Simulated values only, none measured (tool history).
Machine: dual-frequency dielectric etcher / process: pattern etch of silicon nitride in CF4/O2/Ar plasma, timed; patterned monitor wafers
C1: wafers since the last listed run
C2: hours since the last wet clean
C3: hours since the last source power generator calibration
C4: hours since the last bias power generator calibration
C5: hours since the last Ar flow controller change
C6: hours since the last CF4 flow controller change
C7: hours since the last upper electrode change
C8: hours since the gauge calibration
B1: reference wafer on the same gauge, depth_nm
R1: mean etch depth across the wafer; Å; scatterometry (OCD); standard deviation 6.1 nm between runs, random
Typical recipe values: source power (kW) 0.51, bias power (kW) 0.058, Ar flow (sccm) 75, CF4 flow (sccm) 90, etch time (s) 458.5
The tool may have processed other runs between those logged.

Run 1, hour 0: usual settings; C1 0; C2 430.1; C3 1576.3; C4 2266; C5 4554.2; C6 802; C7 2225.6; C8 810.3; B1 1169.7. Result: R1 9832 Å.
Run 2, hour 62.9: usual settings; C1 319; C2 493; C3 1639.2; C4 2328.9; C5 4617.1; C6 864.9; C7 2288.5; C8 873.2; B1 1169.1. Result: R1 9882 Å.
Run 3, hour 110.4: usual settings; C1 241; C2 540.5; C3 1686.7; C4 2376.4; C5 4664.6; C6 912.4; C7 2336; C8 920.7; B1 1170. Result: R1 9722 Å.
At hour 163.4: wet clean of the chamber.
Run 4, hour 356.1: usual settings; C1 1125; C2 192.7; C3 1932.4; C4 2622.1; C5 4910.3; C6 1158.1; C7 2581.7; C8 1166.4; B1 1170.8. Result: R1 10093 Å.
Run 5, hour 396.1: usual settings but etch time (s) 488; C1 202; C2 232.7; C3 1972.4; C4 2662.1; C5 4950.3; C6 1198.1; C7 2621.7; C8 1206.4; B1 1168.6. Result: R1 10743 Å.
Run 6, hour 447.9: usual settings but etch time (s) 488; C1 262; C2 284.5; C3 2024.2; C4 2713.9; C5 5002.1; C6 1249.9; C7 2673.5; C8 1258.2; B1 1170.1. Result: R1 10601 Å.
At hour 598.6: Ar flow controller replaced.
At hour 659.4: wet clean of the chamber.
Run 7, hour 678.3: usual settings but Ar flow (sccm) 81, CF4 flow (sccm) 103; C1 1016; C2 18.9; C3 2254.6; C4 2944.3; C5 79.7; C6 1480.3; C7 2903.9; C8 1488.6; B1 1173.1. Result: R1 10328 Å.
Run 8, hour 722.5: usual settings but Ar flow (sccm) 81, CF4 flow (sccm) 103; C1 224; C2 63.1; C3 2298.8; C4 2988.5; C5 123.9; C6 1524.5; C7 2948.1; C8 1532.8; B1 1168.2. Result: R1 10146 Å.
Run 9, hour 771.6: usual settings but Ar flow (sccm) 61, CF4 flow (sccm) 76; C1 249; C2 112.2; C3 2347.9; C4 3037.6; C5 173; C6 1573.6; C7 2997.2; C8 1581.9; B1 1168.5. Result: R1 10266 Å.
At hour 781.4: gauge calibrated.
Run 10, hour 810.7: usual settings; C1 198; C2 151.3; C3 2387; C4 3076.7; C5 212.1; C6 1612.7; C7 3036.3; C8 29.3; B1 1171. Result: R1 10058 Å.
At hour 910.6: upper electrode replaced.
Run 11, hour 1058: usual settings but Ar flow (sccm) 85; C1 1133; C2 398.6; C3 2634.3; C4 3324; C5 459.4; C6 1860; C7 147.4; C8 276.6; B1 1170.4. Result: R1 9927 Å.
Run 12, hour 1147.9: usual settings but source power (kW) 0.6; C1 456; C2 488.5; C3 2724.2; C4 3413.9; C5 549.3; C6 1949.9; C7 237.3; C8 366.5; B1 1172. Result: R1 10779 Å.
Run 13, hour 1184.6: usual settings; C1 186; C2 525.2; C3 2760.9; C4 3450.6; C5 586; C6 1986.6; C7 274; C8 403.2; B1 1169.2. Result: R1 9899 Å.
At hour 1225.6: wet clean of the chamber.
Run 14, hour 1244.3: usual settings but bias power (kW) 0.066, Ar flow (sccm) 56, CF4 flow (sccm) 71, etch time (s) 570.5; C1 181; C2 18.7; C3 2820.6; C4 3510.3; C5 645.7; C6 2046.3; C7 333.7; C8 462.9; B1 1172.1. Result: R1 13284 Å.
Run 15, hour 1326.3: usual settings but Ar flow (sccm) 86; C1 416; C2 100.7; C3 2902.6; C4 3592.3; C5 727.7; C6 2128.3; C7 415.7; C8 544.9; B1 1169.2. Result: R1 10089 Å.
Run 16, hour 1362.3: usual settings but source power (kW) 0.54, bias power (kW) 0.07; C1 182; C2 136.7; C3 2938.6; C4 3628.3; C5 763.7; C6 2164.3; C7 451.7; C8 580.9; B1 1170.8. Result: R1 10960 Å.
At hour 1376.4: CF4 flow controller replaced.
At hour 1458.4: source power generator calibrated.
At hour 1462.3: bias power generator calibrated.
Run 17, hour 1462.8: usual settings but bias power (kW) 0.071, Ar flow (sccm) 89; C1 439; C2 237.2; C3 4.4; C4 0.5; C5 864.2; C6 86.4; C7 552.2; C8 681.4; B1 1169.7. Result: R1 10443 Å.

Run 18, settings as shown, results not yet in. Your forecast:
Run 18, hour 1706.6: usual settings but bias power (kW) 0.05; C1 1237; C2 481; C3 248.2; C4 244.3; C5 1108; C6 330.2; C7 796; C8 925.2; B1 ?. Result: R1 ?.

Run 18 came out at B1 1168.8, R1 9595 Å.
Without the tool's hidden state the same run would have given R1 9955 Å.

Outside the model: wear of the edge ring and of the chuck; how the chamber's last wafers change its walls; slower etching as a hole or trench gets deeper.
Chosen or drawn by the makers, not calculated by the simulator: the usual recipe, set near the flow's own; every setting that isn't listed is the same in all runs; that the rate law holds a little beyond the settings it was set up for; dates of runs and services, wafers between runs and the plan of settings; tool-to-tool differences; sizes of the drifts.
